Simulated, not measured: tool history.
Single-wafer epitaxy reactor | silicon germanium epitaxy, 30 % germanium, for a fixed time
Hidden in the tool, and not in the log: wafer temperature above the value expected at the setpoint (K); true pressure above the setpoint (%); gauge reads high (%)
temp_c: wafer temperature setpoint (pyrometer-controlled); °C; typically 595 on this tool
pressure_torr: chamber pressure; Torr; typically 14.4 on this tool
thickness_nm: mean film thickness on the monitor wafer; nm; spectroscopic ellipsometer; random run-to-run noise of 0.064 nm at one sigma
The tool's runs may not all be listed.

| run | hour | temp_c | pressure_torr | wafers since the last listed run | hours since the last pyrometer calibration | hours since the last manometer calibration | hours since the showerhead was replaced | hours since the gauge calibration | read-back reference wafer on the same gauge, thickness_nm | thickness_nm |
|---|---|---|---|---|---|---|---|---|---|---|
| 1 | 0 | 595 | 14.4 | 0 | 2797.3 | 1745.6 | 3636.1 | 17.3 | 44.2 | 48.03 |
| 2 | 9.8 | 595 | 14.4 | 135 | 2807.1 | 1755.4 | 3645.9 | 27.1 | 44.189 | 48.029 |
| 3 | 26.9 | 595 | 14.4 | 236 | 2824.2 | 1772.5 | 3663 | 44.2 | 44.189 | 48.025 |
| 4 | 34 | 595 | 14.4 | 98 | 2831.3 | 1779.6 | 3670.1 | 51.3 | 44.174 | 48.132 |
| 5 | 46.7 | 595 | 14.4 | 175 | 2844 | 1792.3 | 3682.8 | 64 | 44.198 | 47.92 |
|  | 58.6 | pyrometer calibrated |
| 6 | 61.5 | 595 | 14.4 | 94 | 2.9 | 1807.1 | 3697.6 | 78.8 | 44.209 | 42.468 |
| 7 | 71 | 595 | 14.4 | 131 | 12.4 | 1816.6 | 3707.1 | 88.3 | 44.225 | 42.393 |
|  | 82.6 | showerhead replaced |
| 8 | 83.1 | 595 | 14.4 | 56 | 24.5 | 1828.7 | 0.5 | 100.4 | 44.208 | 42.478 |
| 9 | 88.5 | 585 | 16.1 | 74 | 29.9 | 1834.1 | 5.9 | 105.8 | 44.205 | 36.992 |
|  | 98.4 | capacitance manometer re-zeroed and calibrated |
| 10 | 98.9 | 585 | 15.9 | 33 | 40.3 | 0.5 | 16.3 | 116.2 | 44.184 | 36.984 |
|  | 106.5 | gauge calibrated |
| 11 | 125.8 | 595 | 15.4 | 372 | 67.2 | 27.4 | 43.2 | 19.3 | 44.194 | 43.904 |
| 12 | 138.1 | 590 | 17.7 | 170 | 79.5 | 39.7 | 55.5 | 31.6 | 44.19 | 42.648 |
| 13 | 148 | 581 | 17.1 | 137 | 89.4 | 49.6 | 65.4 | 41.5 | 44.227 | 35.561 |
| 14 | 164.7 | 595 | 14.4 | 231 | 106.1 | 66.3 | 82.1 | 58.2 | 44.195 | 42.969 |
| 15 | 178.5 | 587 | 16.6 | 191 | 119.9 | 80.1 | 95.9 | 72 | 44.195 | 39.334 |
| 16 | 190.2 | 600 | 14.4 | 161 | 131.6 | 91.8 | 107.6 | 83.7 | 44.208 | 47.192 |

Below, some changes in thickness_nm between adjacent runs. For each, the amount present without the hidden state too (settings, incoming material, random variation) and the amount remaining for the hidden state with gauge scatter not shared by both compared results:
Run 5 -> 6: pyrometer calibrated. thickness_nm -5.452 nm: hidden state -5.564, all else +0.112.
Run 15 -> 16: temp_c 587 -> 600, pressure_torr 16.6 -> 14.4. thickness_nm +7.858 nm: hidden state +0.081, all else +7.777.
